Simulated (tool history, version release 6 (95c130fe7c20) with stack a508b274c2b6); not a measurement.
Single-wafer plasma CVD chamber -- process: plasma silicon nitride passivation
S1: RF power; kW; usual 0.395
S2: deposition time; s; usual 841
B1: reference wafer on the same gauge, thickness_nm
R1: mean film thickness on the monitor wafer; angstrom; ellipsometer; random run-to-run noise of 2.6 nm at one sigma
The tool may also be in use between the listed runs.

{"run": 1, "hour": 0.0, "S1": 0.41, "S2": 841, "B1": 1030.367, "R1": 11056.21}
{"run": 2, "hour": 86.2, "S1": 0.395, "S2": 841, "B1": 1029.997, "R1": 10887.67}
{"run": 3, "hour": 360.8, "S1": 0.395, "S2": 841, "B1": 1029.936, "R1": 10765.83}
{"run": 4, "hour": 444.2, "S1": 0.38, "S2": 899, "B1": 1029.811, "R1": 11338.65}
{"run": 5, "hour": 484.1, "S1": 0.395, "S2": 841, "B1": 1030.399, "R1": 10744.8}
{"run": 6, "hour": 745.6, "S1": 0.395, "S2": 941, "B1": 1030.024, "R1": 12060.27}
{"run": 7, "hour": 852.9, "S1": 0.395, "S2": 941, "B1": 1029.611, "R1": 12032.69}
{"run": 8, "hour": 957.9, "S1": 0.395, "S2": 841, "B1": 1029.881, "R1": 10720.25}
{"run": 9, "hour": 997.7, "S1": 0.395, "S2": 841, "B1": 1030.351, "R1": 10761.9}
{"run": 10, "hour": 1058.0, "S1": 0.395, "S2": 841, "B1": 1030.246, "R1": 10727.12}
{"run": 11, "hour": 1160.0, "S1": 0.395, "S2": 841, "B1": 1030.053, "R1": 10769.32}
{"run": 12, "hour": 1214.2, "S1": 0.395, "S2": 743, "B1": 1029.459, "R1": 9503.49}
{"run": 13, "hour": 1317.3, "S1": 0.395, "S2": 743, "B1": 1029.67, "R1": 9503.61}
{"hour": 1370.5, "done": "gauge calibrated"}
{"run": 14, "hour": 1415.3, "S1": 0.395, "S2": 943, "B1": 1030.166, "R1": 12040.66}
{"run": 15, "hour": 1499.3, "S1": 0.395, "S2": 943, "B1": 1029.501, "R1": 12090.9}
{"hour": 1575.6, "done": "showerhead replaced"}
{"run": 16, "hour": 1600.7, "S1": 0.395, "S2": 943, "B1": 1030.307, "R1": 11969.28}
{"run": 17, "hour": 1705.2, "S1": 0.47, "S2": 698, "B1": 1029.661, "R1": 9674.91}
{"run": 18, "hour": 1791.6, "S1": 0.395, "S2": 841, "B1": 1030.12, "R1": 10732.4}
{"run": 19, "hour": 1864.8, "S1": 0.35, "S2": 841, "B1": 1029.923, "R1": 10049.48}
{"run": 20, "hour": 1925.3, "S1": 0.395, "S2": 841, "B1": 1029.994, "R1": 10690.82}
{"hour": 2003.1, "done": "RF generator calibrated"}
{"run": 21, "hour": 2019.4, "S1": 0.395, "S2": 758, "B1": 1029.566, "R1": 9882.11}
{"run": 22, "hour": 2062.7, "S1": 0.395, "S2": 841, "B1": 1029.516, "R1": 10961.49}
{"run": 23, "hour": 2161.1, "S1": 0.395, "S2": 841, "B1": 1029.985, "R1": 10937.65}
{"run": 24, "hour": 2209.0, "S1": 0.325, "S2": 897, "B1": 1030.047, "R1": 10476.52}
{"run": 25, "hour": 2294.9, "S1": 0.34, "S2": 928, "B1": 1030.031, "R1": 11126.91}
{"run": 26, "hour": 2398.0, "S1": 0.465, "S2": 841, "B1": 1030.37, "R1": 11781.01}
{"run": 27, "hour": 2497.6, "S1": 0.36, "S2": 841, "B1": 1030.059, "R1": 10362.25}
{"run": 28, "hour": 2551.2, "S1": 0.425, "S2": 841, "B1": 1029.953, "R1": 11232.89}
{"run": 29, "hour": 2652.7, "S1": 0.445, "S2": 791, "B1": 1030.441, "R1": 10752.04}
{"run": 30, "hour": 2718.7, "S1": 0.46, "S2": 841, "B1": 1029.385, "R1": 11626.67}
{"run": 31, "hour": 2786.6, "S1": 0.395, "S2": 841, "B1": 1030.165, "R1": 10845.88}
{"run": 32, "hour": 2854.3, "S1": 0.395, "S2": 965, "B1": 1030.67, "R1": 12354.95}
{"hour": 2869.7, "done": "gauge calibrated"}
{"run": 33, "hour": 2939.0, "S1": 0.395, "S2": 841, "B1": 1029.826, "R1": 10832.31}

4 ways to go on from here, each from the tool as it stands after run 33. What would each give?
{"run": "A", "hour": 2939.6, "S1": 0.395, "S2": 841, "B1": "?", "R1": "?"}
{"run": "B", "hour": 2939.6, "S1": 0.355, "S2": 910, "B1": "?", "R1": "?"}
{"run": "C", "hour": 2939.6, "S1": 0.425, "S2": 772, "B1": "?", "R1": "?"}
{"run": "D", "hour": 2939.6, "S1": 0.32, "S2": 728, "B1": "?", "R1": "?"}

run=A B1=1029.757 R1=10816.63
run=B B1=1029.757 R1=11081.47
run=C B1=1029.757 R1=10286.11
run=D B1=1029.757 R1=8368.38
Without the tool's unlogged condition, the same runs would have read:
run=A R1=10989.94
run=B R1=11259.03
run=C R1=10450.92
run=D R1=8502.47
